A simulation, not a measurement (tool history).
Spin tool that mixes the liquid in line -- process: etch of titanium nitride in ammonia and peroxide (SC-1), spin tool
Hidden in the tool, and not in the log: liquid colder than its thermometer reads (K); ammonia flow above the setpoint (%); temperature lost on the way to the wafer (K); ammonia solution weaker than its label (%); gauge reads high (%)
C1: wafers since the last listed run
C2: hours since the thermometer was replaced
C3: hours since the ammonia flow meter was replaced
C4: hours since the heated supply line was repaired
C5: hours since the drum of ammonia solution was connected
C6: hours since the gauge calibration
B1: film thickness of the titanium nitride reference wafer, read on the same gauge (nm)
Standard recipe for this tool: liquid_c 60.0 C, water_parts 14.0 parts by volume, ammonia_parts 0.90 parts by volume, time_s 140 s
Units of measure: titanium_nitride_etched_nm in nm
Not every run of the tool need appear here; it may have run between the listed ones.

run 1 day=0.000 | liquid_c=60.0 water_parts=14.0 ammonia_parts=0.90 time_s=140 | C1=0 C2=414.4 C3=1199.2 C4=136.0 C5=665.6 C6=996.1 | B1=89.97 | titanium_nitride_etched_nm=29.73
run 2 day=1.212 | liquid_c=60.0 water_parts=14.0 ammonia_parts=1.20 time_s=170 | C1=300 C2=443.5 C3=1228.3 C4=165.1 C5=694.7 C6=1025.2 | B1=90.02 | titanium_nitride_etched_nm=37.85
run 3 day=2.375 | liquid_c=60.0 water_parts=14.0 ammonia_parts=1.20 time_s=170 | C1=288 C2=471.4 C3=1256.2 C4=193.0 C5=722.6 C6=1053.1 | B1=89.98 | titanium_nitride_etched_nm=37.42
run 4 day=3.708 | liquid_c=60.0 water_parts=14.0 ammonia_parts=0.90 time_s=140 | C1=330 C2=503.4 C3=1288.2 C4=225.0 C5=754.6 C6=1085.1 | B1=90.00 | titanium_nitride_etched_nm=29.58
-- day=4.250 new drum of ammonia solution connected
run 5 day=4.583 | liquid_c=64.0 water_parts=14.0 ammonia_parts=1.15 time_s=140 | C1=206 C2=524.4 C3=1309.2 C4=246.0 C5=8.0 C6=1106.1 | B1=90.03 | titanium_nitride_etched_nm=39.99
run 6 day=5.429 | liquid_c=60.0 water_parts=14.0 ammonia_parts=1.20 time_s=170 | C1=209 C2=544.7 C3=1329.5 C4=266.3 C5=28.3 C6=1126.4 | B1=89.99 | titanium_nitride_etched_nm=37.54
-- day=6.992 gauge calibrated
run 7 day=7.100 | liquid_c=60.0 water_parts=14.0 ammonia_parts=0.90 time_s=140 | C1=414 C2=584.8 C3=1369.6 C4=306.4 C5=68.4 C6=2.6 | B1=89.99 | titanium_nitride_etched_nm=29.27
-- day=7.721 thermometer replaced
run 8 day=7.979 | liquid_c=57.0 water_parts=21.0 ammonia_parts=0.90 time_s=140 | C1=207 C2=6.2 C3=1390.7 C4=327.5 C5=89.5 C6=23.7 | B1=89.98 | titanium_nitride_etched_nm=19.12
run 9 day=8.804 | liquid_c=60.0 water_parts=14.0 ammonia_parts=0.90 time_s=120 | C1=204 C2=26.0 C3=1410.5 C4=347.3 C5=109.3 C6=43.5 | B1=89.98 | titanium_nitride_etched_nm=25.14
-- day=9.200 ammonia flow meter replaced
run 10 day=10.183 | liquid_c=67.5 water_parts=14.0 ammonia_parts=1.20 time_s=140 | C1=331 C2=59.1 C3=23.6 C4=380.4 C5=142.4 C6=76.6 | B1=90.00 | titanium_nitride_etched_nm=49.41
run 11 day=11.567 | liquid_c=60.0 water_parts=14.0 ammonia_parts=0.90 time_s=140 | C1=342 C2=92.3 C3=56.8 C4=413.6 C5=175.6 C6=109.8 | B1=90.01 | titanium_nitride_etched_nm=28.88
run 12 day=12.733 | liquid_c=69.5 water_parts=14.0 ammonia_parts=0.50 time_s=220 | C1=289 C2=120.3 C3=84.8 C4=441.6 C5=203.6 C6=137.8 | B1=90.01 | titanium_nitride_etched_nm=75.33
run 13 day=13.508 | liquid_c=52.0 water_parts=20.5 ammonia_parts=0.75 time_s=170 | C1=192 C2=138.9 C3=103.4 C4=460.2 C5=222.2 C6=156.4 | B1=90.02 | titanium_nitride_etched_nm=16.27
run 14 day=14.258 | liquid_c=60.0 water_parts=14.0 ammonia_parts=0.90 time_s=140 | C1=185 C2=156.9 C3=121.4 C4=478.2 C5=240.2 C6=174.4 | B1=90.02 | titanium_nitride_etched_nm=29.02
run 15 day=15.462 | liquid_c=57.5 water_parts=14.0 ammonia_parts=0.75 time_s=140 | C1=298 C2=185.8 C3=150.3 C4=507.1 C5=269.1 C6=203.3 | B1=90.04 | titanium_nitride_etched_nm=23.61
run 16 day=16.400 | liquid_c=53.5 water_parts=14.0 ammonia_parts=0.65 time_s=140 | C1=232 C2=208.3 C3=172.8 C4=529.6 C5=291.6 C6=225.8 | B1=90.01 | titanium_nitride_etched_nm=17.76
run 17 day=17.104 | liquid_c=60.0 water_parts=14.0 ammonia_parts=1.20 time_s=185 | C1=174 C2=225.2 C3=189.7 C4=546.5 C5=308.5 C6=242.7 | B1=90.00 | titanium_nitride_etched_nm=39.79
run 18 day=18.375 | liquid_c=51.5 water_parts=19.0 ammonia_parts=0.90 time_s=220 | C1=315 C2=255.7 C3=220.2 C4=577.0 C5=339.0 C6=273.2 | B1=90.02 | titanium_nitride_etched_nm=21.80
run 19 day=19.867 | liquid_c=60.0 water_parts=16.5 ammonia_parts=1.05 time_s=170 | C1=369 C2=291.5 C3=256.0 C4=612.8 C5=374.8 C6=309.0 | B1=90.02 | titanium_nitride_etched_nm=32.63
run 20 day=20.604 | liquid_c=60.0 water_parts=14.0 ammonia_parts=0.90 time_s=80 | C1=182 C2=309.2 C3=273.7 C4=630.5 C5=392.5 C6=326.7 | B1=89.99 | titanium_nitride_etched_nm=16.47
run 21 day=21.904 | liquid_c=57.0 water_parts=21.0 ammonia_parts=0.90 time_s=140 | C1=322 C2=340.4 C3=304.9 C4=661.7 C5=423.7 C6=357.9 | B1=89.99 | titanium_nitride_etched_nm=18.93
run 22 day=22.879 | liquid_c=60.0 water_parts=20.5 ammonia_parts=0.60 time_s=195 | C1=241 C2=363.8 C3=328.3 C4=685.1 C5=447.1 C6=381.3 | B1=89.99 | titanium_nitride_etched_nm=30.11
run 23 day=24.292 | liquid_c=60.0 water_parts=11.5 ammonia_parts=0.45 time_s=90 | C1=350 C2=397.7 C3=362.2 C4=719.0 C5=481.0 C6=415.2 | B1=90.01 | titanium_nitride_etched_nm=17.88
run 24 day=25.292 | liquid_c=60.0 water_parts=14.0 ammonia_parts=1.20 time_s=100 | C1=247 C2=421.7 C3=386.2 C4=743.0 C5=505.0 C6=439.2 | B1=89.98 | titanium_nitride_etched_nm=21.39
run 25 day=26.158 | liquid_c=52.5 water_parts=17.5 ammonia_parts=0.45 time_s=190 | C1=214 C2=442.5 C3=407.0 C4=763.8 C5=525.8 C6=460.0 | B1=90.02 | titanium_nitride_etched_nm=18.25

Each run again, without the hidden state but with its own random variation kept:
run=1 titanium_nitride_etched_nm=30.60
run=2 titanium_nitride_etched_nm=39.03
run=3 titanium_nitride_etched_nm=38.69
run=4 titanium_nitride_etched_nm=30.66
run=5 titanium_nitride_etched_nm=41.48
run=6 titanium_nitride_etched_nm=39.05
run=7 titanium_nitride_etched_nm=30.53
run=8 titanium_nitride_etched_nm=20.00
run=9 titanium_nitride_etched_nm=26.31
run=10 titanium_nitride_etched_nm=51.73
run=11 titanium_nitride_etched_nm=30.38
run=12 titanium_nitride_etched_nm=79.22
run=13 titanium_nitride_etched_nm=17.23
run=14 titanium_nitride_etched_nm=30.69
run=15 titanium_nitride_etched_nm=25.06
run=16 titanium_nitride_etched_nm=18.90
run=17 titanium_nitride_etched_nm=42.30
run=18 titanium_nitride_etched_nm=23.31
run=19 titanium_nitride_etched_nm=34.87
run=20 titanium_nitride_etched_nm=17.64
run=21 titanium_nitride_etched_nm=20.34
run=22 titanium_nitride_etched_nm=32.37
run=23 titanium_nitride_etched_nm=19.27
run=24 titanium_nitride_etched_nm=23.10
run=25 titanium_nitride_etched_nm=19.82
